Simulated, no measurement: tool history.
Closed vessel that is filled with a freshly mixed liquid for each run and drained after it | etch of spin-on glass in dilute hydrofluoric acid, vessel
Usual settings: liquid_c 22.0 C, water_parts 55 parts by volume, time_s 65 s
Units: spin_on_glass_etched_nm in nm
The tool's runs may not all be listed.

| run | hour | liquid_c | water_parts | time_s | read-back film thickness of the spin-on glass reference wafer, read on the same gauge (nm) | spin_on_glass_etched_nm |
|---|---|---|---|---|---|---|
| 1 | 0.0 | 25.5 | 55 | 80 | 59.97 | 65.68 |
| 2 | 64.6 | 25.5 | 55 | 80 | 60.02 | 65.68 |
| 3 | 102.5 | 25.5 | 55 | 80 | 60.01 | 64.28 |
| 4 | 159.8 | 22.0 | 55 | 65 | 60.00 | 45.67 |
| 5 | 185.7 | 22.0 | 55 | 90 | 59.98 | 63.47 |
| 6 | 236.3 | 22.0 | 55 | 90 | 60.02 | 61.80 |
| 7 | 279.1 | 22.0 | 55 | 65 | 59.94 | 43.90 |
| 8 | 439.9 | 22.0 | 55 | 65 | 59.99 | 43.57 |
|  | 455.2 | hydrofluoric acid flow meter replaced |
| 9 | 585.5 | 22.0 | 55 | 65 | 59.99 | 45.15 |
| 10 | 653.0 | 22.0 | 55 | 65 | 59.99 | 44.83 |
|  | 672.4 | thermometer replaced |
| 11 | 721.7 | 18.0 | 55 | 65 | 60.00 | 37.41 |
| 12 | 759.8 | 22.0 | 55 | 65 | 59.96 | 44.15 |
| 13 | 791.9 | 22.0 | 55 | 65 | 60.05 | 43.36 |
| 14 | 845.7 | 22.0 | 55 | 65 | 60.01 | 42.94 |
| 15 | 883.4 | 25.5 | 40 | 55 | 59.98 | 58.57 |
| 16 | 916.9 | 22.0 | 55 | 35 | 60.02 | 22.96 |
|  | 967.6 | hydrofluoric acid flow meter replaced |
| 17 | 968.1 | 26.5 | 55 | 90 | 60.01 | 76.95 |
| 18 | 1008.5 | 20.5 | 55 | 65 | 60.00 | 42.75 |
| 19 | 1075.9 | 22.0 | 45 | 105 | 60.03 | 91.26 |
|  | 1115.1 | gauge calibrated |
| 20 | 1128.1 | 20.5 | 30 | 105 | 60.01 | 129.00 |
| 21 | 1152.5 | 22.0 | 55 | 90 | 60.01 | 63.18 |
| 22 | 1208.7 | 22.0 | 55 | 65 | 59.97 | 43.90 |
| 23 | 1244.1 | 22.0 | 70 | 65 | 60.04 | 34.28 |

Forecast run 24:
| 24 | 1303.7 | 18.5 | 55 | 30 | ? | ? |

Run 24 gave read-back film thickness of the spin-on glass reference wafer, read on the same gauge (nm) 60.00, spin_on_glass_etched_nm 17.58 nm.
Without the tool's hidden state the same run would have given spin_on_glass_etched_nm 18.81 nm.
